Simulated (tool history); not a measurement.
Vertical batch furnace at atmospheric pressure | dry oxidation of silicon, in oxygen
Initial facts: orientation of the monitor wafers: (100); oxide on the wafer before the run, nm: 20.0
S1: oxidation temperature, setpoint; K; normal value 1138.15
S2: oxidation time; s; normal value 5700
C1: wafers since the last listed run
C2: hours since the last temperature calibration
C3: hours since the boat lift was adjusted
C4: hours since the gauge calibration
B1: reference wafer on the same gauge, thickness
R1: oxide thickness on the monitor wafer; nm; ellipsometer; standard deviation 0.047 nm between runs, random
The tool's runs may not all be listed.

run 1 day=0 | S1=1147.15 S2=7770 | C1=0 C2=843.6 C3=4090 C4=131.6 | B1=33.41 | R1=36.81
run 2 day=3.646 | S1=1147.15 S2=7770 | C1=1157 C2=931.1 C3=4177.5 C4=219.1 | B1=33.39 | R1=36.77
run 3 day=7.996 | S1=1151.15 S2=7260 | C1=1380 C2=1035.5 C3=4281.9 C4=323.5 | B1=33.39 | R1=36.8
run 4 day=10.633 | S1=1151.15 S2=7260 | C1=837 C2=1098.8 C3=4345.2 C4=386.8 | B1=33.42 | R1=36.78
run 5 day=12.475 | S1=1138.15 S2=5700 | C1=584 C2=1143 C3=4389.4 C4=431 | B1=33.4 | R1=31.57
run 6 day=15.567 | S1=1138.15 S2=7470 | C1=981 C2=1217.2 C3=4463.6 C4=505.2 | B1=33.39 | R1=34.36
run 7 day=17.892 | S1=1138.15 S2=7470 | C1=738 C2=1273 C3=4519.4 C4=561 | B1=33.41 | R1=34.47
run 8 day=22.333 | S1=1138.15 S2=5700 | C1=1409 C2=1379.6 C3=4626 C4=667.6 | B1=33.42 | R1=31.56
run 9 day=26.542 | S1=1138.15 S2=5700 | C1=1335 C2=1480.6 C3=4727 C4=768.6 | B1=33.4 | R1=31.58
run 10 day=30.129 | S1=1138.15 S2=5700 | C1=1138 C2=1566.7 C3=4813.1 C4=854.7 | B1=33.39 | R1=31.43
-- day=33.921 boat lift adjusted
run 11 day=34.233 | S1=1129.15 S2=5700 | C1=985 C2=1665.2 C3=7.5 C4=953.2 | B1=33.41 | R1=30.61
run 12 day=36.312 | S1=1138.15 S2=5700 | C1=659 C2=1715.1 C3=57.4 C4=1003.1 | B1=33.41 | R1=31.98
run 13 day=40.442 | S1=1115.15 S2=6690 | C1=1310 C2=1814.2 C3=156.5 C4=1102.2 | B1=33.4 | R1=29.99
-- day=40.746 gauge calibrated
run 14 day=42.475 | S1=1138.15 S2=5700 | C1=645 C2=1863 C3=205.3 C4=41.5 | B1=33.41 | R1=32.07
run 15 day=44.621 | S1=1125.15 S2=7950 | C1=681 C2=1914.5 C3=256.8 C4=93 | B1=33.4 | R1=33.21
run 16 day=46.817 | S1=1147.15 S2=7950 | C1=697 C2=1967.2 C3=309.5 C4=145.7 | B1=33.41 | R1=38.04
-- day=47.9 thermocouples replaced and temperature profile calibrated
run 17 day=49.9 | S1=1162.15 S2=3930 | C1=661 C2=48 C3=383.5 C4=219.7 | B1=33.4 | R1=31.87
run 18 day=52.358 | S1=1126.15 S2=6930 | C1=780 C2=107 C3=442.5 C4=278.7 | B1=33.42 | R1=31.64
run 19 day=56.575 | S1=1116.15 S2=7500 | C1=1338 C2=208.2 C3=543.7 C4=379.9 | B1=33.39 | R1=30.95
run 20 day=60.288 | S1=1151.15 S2=7560 | C1=1178 C2=297.3 C3=632.8 C4=469 | B1=33.41 | R1=37.82
run 21 day=62.812 | S1=1114.15 S2=7980 | C1=801 C2=357.9 C3=693.4 C4=529.6 | B1=33.41 | R1=31.29
run 22 day=66.521 | S1=1138.15 S2=5700 | C1=1177 C2=446.9 C3=782.4 C4=618.6 | B1=33.41 | R1=31.89
run 23 day=68.938 | S1=1116.15 S2=7500 | C1=767 C2=504.9 C3=840.4 C4=676.6 | B1=33.4 | R1=31
run 24 day=73.242 | S1=1138.15 S2=8460 | C1=1366 C2=608.2 C3=943.7 C4=779.9 | B1=33.39 | R1=36.58
run 25 day=75.508 | S1=1162.15 S2=3930 | C1=719 C2=662.6 C3=998.1 C4=834.3 | B1=33.38 | R1=32.13

Measured result minus the same run's result without the hidden state. Both carry the same run-to-run variation, though not necessarily the same gauge scatter:
Hidden conditions of the tool in this case: true tube temperature minus thermocouple reading, K; monitor wafer colder than the profiled boat position, K; gauge reads high (%).
run=1 R1=-0.09
run=2 R1=-0.09
run=3 R1=-0.09
run=4 R1=-0.1
run=5 R1=-0.07
run=6 R1=-0.09
run=7 R1=-0.09
run=8 R1=-0.08
run=9 R1=-0.1
run=10 R1=-0.11
run=11 R1=+0.44
run=12 R1=+0.49
run=13 R1=+0.42
run=14 R1=+0.49
run=15 R1=+0.56
run=16 R1=+0.75
run=17 R1=+0.08
run=18 R1=+0.14
run=19 R1=+0.19
run=20 R1=+0.38
run=21 R1=+0.28
run=22 R1=+0.31
run=23 R1=+0.32
run=24 R1=+0.52
run=25 R1=+0.38
